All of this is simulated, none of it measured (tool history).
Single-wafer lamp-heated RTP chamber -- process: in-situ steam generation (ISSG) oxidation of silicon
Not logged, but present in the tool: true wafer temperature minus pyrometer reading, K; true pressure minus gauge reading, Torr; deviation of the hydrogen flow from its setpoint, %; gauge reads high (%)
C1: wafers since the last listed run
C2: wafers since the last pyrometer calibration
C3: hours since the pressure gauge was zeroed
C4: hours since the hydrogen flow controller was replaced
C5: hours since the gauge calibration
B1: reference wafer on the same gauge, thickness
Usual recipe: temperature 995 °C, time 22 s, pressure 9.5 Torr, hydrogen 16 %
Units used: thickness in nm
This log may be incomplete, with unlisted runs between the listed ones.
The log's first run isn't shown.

Run 2, hour 50.9: usual settings but time 15 s; C1 330; C2 1619; C3 3665.6; C4 4434.9; C5 111.8; B1 4.143. Result: thickness 4.084 nm.
Run 3, hour 94.4: usual settings but time 15 s; C1 282; C2 1902; C3 3709.1; C4 4478.4; C5 155.3; B1 4.136. Result: thickness 4.086 nm.
Run 4, hour 122.7: usual settings; C1 183; C2 2085; C3 3737.4; C4 4506.7; C5 183.6; B1 4.136. Result: thickness 4.902 nm.
Run 5, hour 187.4: usual settings; C1 419; C2 2505; C3 3802.1; C4 4571.4; C5 248.3; B1 4.138. Result: thickness 4.921 nm.
Run 6, hour 227.5: usual settings but pressure 8.7 Torr; C1 260; C2 2765; C3 3842.2; C4 4611.5; C5 288.4; B1 4.141. Result: thickness 4.977 nm.
Run 7, hour 269.8: usual settings; C1 274; C2 3039; C3 3884.5; C4 4653.8; C5 330.7; B1 4.138. Result: thickness 4.92 nm.
Run 8, hour 458.9: usual settings; C1 1226; C2 4265; C3 4073.6; C4 4842.9; C5 519.8; B1 4.142. Result: thickness 4.946 nm.
At hour 631.6: pressure gauge zeroed.
Run 9, hour 668.2: usual settings; C1 1305; C2 5571; C3 36.6; C4 5052.2; C5 729.1; B1 4.141. Result: thickness 4.945 nm.
Run 10, hour 697.7: usual settings; C1 191; C2 5762; C3 66.1; C4 5081.7; C5 758.6; B1 4.139. Result: thickness 4.938 nm.
Run 11, hour 754.6: usual settings; C1 369; C2 6131; C3 123; C4 5138.6; C5 815.5; B1 4.145. Result: thickness 4.97 nm.
Run 12, hour 818.9: usual settings; C1 416; C2 6548; C3 187.3; C4 5202.9; C5 879.8; B1 4.14. Result: thickness 4.952 nm.
Run 13, hour 862.5: usual settings but temperature 986 °C, time 27 s; C1 282; C2 6831; C3 230.9; C4 5246.5; C5 923.4; B1 4.135. Result: thickness 5.249 nm.
Run 14, hour 903: usual settings but time 28 s; C1 262; C2 7093; C3 271.4; C4 5287; C5 963.9; B1 4.143. Result: thickness 5.532 nm.
At hour 915.8: pyrometer window cleaned and pyrometer calibrated.
Run 15, hour 939.6: usual settings but time 28 s; C1 185; C2 154; C3 308; C4 5323.6; C5 1000.5; B1 4.136. Result: thickness 5.454 nm.
Run 16, hour 991.3: usual settings but temperature 976 °C, time 14 s, pressure 10.2 Torr, hydrogen 11 %; C1 335; C2 489; C3 359.7; C4 5375.3; C5 1052.2; B1 4.143. Result: thickness 3.377 nm.

Run 17 comes next. What will it give?
Run 17, hour 1111.3: usual settings but temperature 1003 °C, time 15 s, pressure 9 Torr, hydrogen 23 %; C1 778; C2 1268; C3 479.7; C4 5495.3; C5 1172.2; B1 ?. Result: thickness ?.

Logged for run 17: B1 4.139, thickness 4.599 nm.
The same run, on a tool lacking any hidden state, would have yielded thickness 4.53 nm.
